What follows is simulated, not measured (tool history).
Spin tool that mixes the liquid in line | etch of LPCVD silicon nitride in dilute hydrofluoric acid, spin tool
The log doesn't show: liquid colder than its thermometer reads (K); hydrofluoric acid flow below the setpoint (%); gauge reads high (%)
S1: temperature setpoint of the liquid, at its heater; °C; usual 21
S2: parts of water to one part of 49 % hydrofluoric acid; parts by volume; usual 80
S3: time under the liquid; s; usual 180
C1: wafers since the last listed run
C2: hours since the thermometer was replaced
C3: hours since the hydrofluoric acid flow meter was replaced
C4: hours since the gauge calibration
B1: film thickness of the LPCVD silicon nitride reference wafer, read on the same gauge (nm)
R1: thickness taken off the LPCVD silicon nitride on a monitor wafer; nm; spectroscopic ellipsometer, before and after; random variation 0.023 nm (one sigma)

run	hour	S1	S2	S3	C1	C2	C3	C4	B1	R1
1	0	25	80	180	0	2358.8	1821	333.7	59.997	1.404
2	6.8	21	80	180	59	2365.6	1827.8	340.5	60.006	1.019
3	22.2	21	80	180	135	2381	1843.2	355.9	59.98	1.071
4	68.2	21	80	180	403	2427	1889.2	401.9	59.984	0.987
5	83.6	21	80	180	135	2442.4	1904.6	417.3	60.007	1.048
6	94.7	21	80	180	97	2453.5	1915.7	428.4	59.997	1.044
7	101.5	19.5	80	180	59	2460.3	1922.5	435.2	60.009	0.934
8	109.4	19.5	80	180	69	2468.2	1930.4	443.1	59.972	0.981
# hour 118.1: gauge calibrated
9	123.9	19.5	80	180	127	2482.7	1944.9	5.8	59.999	0.928
10	132.9	21	80	125	78	2491.7	1953.9	14.8	59.995	0.726
11	145.2	21	80	125	107	2504	1966.2	27.1	60.008	0.738
12	151.2	21	110	180	52	2510	1972.2	33.1	60.007	0.76
13	163.6	21	110	180	108	2522.4	1984.6	45.5	60.01	0.768
# hour 180.8: hydrofluoric acid flow meter replaced
14	200.5	21	80	180	314	2559.3	19.7	82.4	59.994	1.056
15	206.9	19	80	140	56	2565.7	26.1	88.8	60.003	0.705
16	221.2	21	80	180	125	2580	40.4	103.1	59.991	1.027
17	239.1	22.5	105	180	156	2597.9	58.3	121	59.978	0.877
18	246.5	21	80	85	64	2605.3	65.7	128.4	60.003	0.489
19	263	24.5	80	180	144	2621.8	82.2	144.9	60.014	1.315
# hour 265: thermometer replaced
20	273.5	19.5	80	180	83	8.5	92.7	155.4	59.999	0.914
21	283.9	21	110	230	91	18.9	103.1	165.8	59.998	0.98
22	298.4	21	80	180	127	33.4	117.6	180.3	59.978	1.036
23	310.8	17	80	285	108	45.8	130	192.7	60.001	1.269
24	320.1	23.5	60	75	81	55.1	139.3	202	59.981	0.681
25	331	21	115	100	95	66	150.2	212.9	59.998	0.414
26	337.3	22.5	105	125	55	72.3	156.5	219.2	59.991	0.614
27	352.4	21	80	180	132	87.4	171.6	234.3	60.007	1.055
28	360.7	21	80	240	72	95.7	179.9	242.6	60.01	1.455

5 ways to go on from here, each from the tool as it stands after run 28. What would each give?
A	361.2	21	80	95	4	96.2	180.4	243.1	?	?
B	361.2	21	80	80	4	96.2	180.4	243.1	?	?
C	361.2	21	50	180	4	96.2	180.4	243.1	?	?
D	361.2	25	65	240	4	96.2	180.4	243.1	?	?
E	361.2	25.5	80	230	4	96.2	180.4	243.1	?	?

run	B1	R1
A	60.008	0.554
B	60.008	0.466
C	60.008	1.661
D	60.008	2.245
E	60.008	1.812
Without the tool's hidden state the same runs would have given:
run	R1
A	0.554
B	0.466
C	1.661
D	2.245
E	1.812
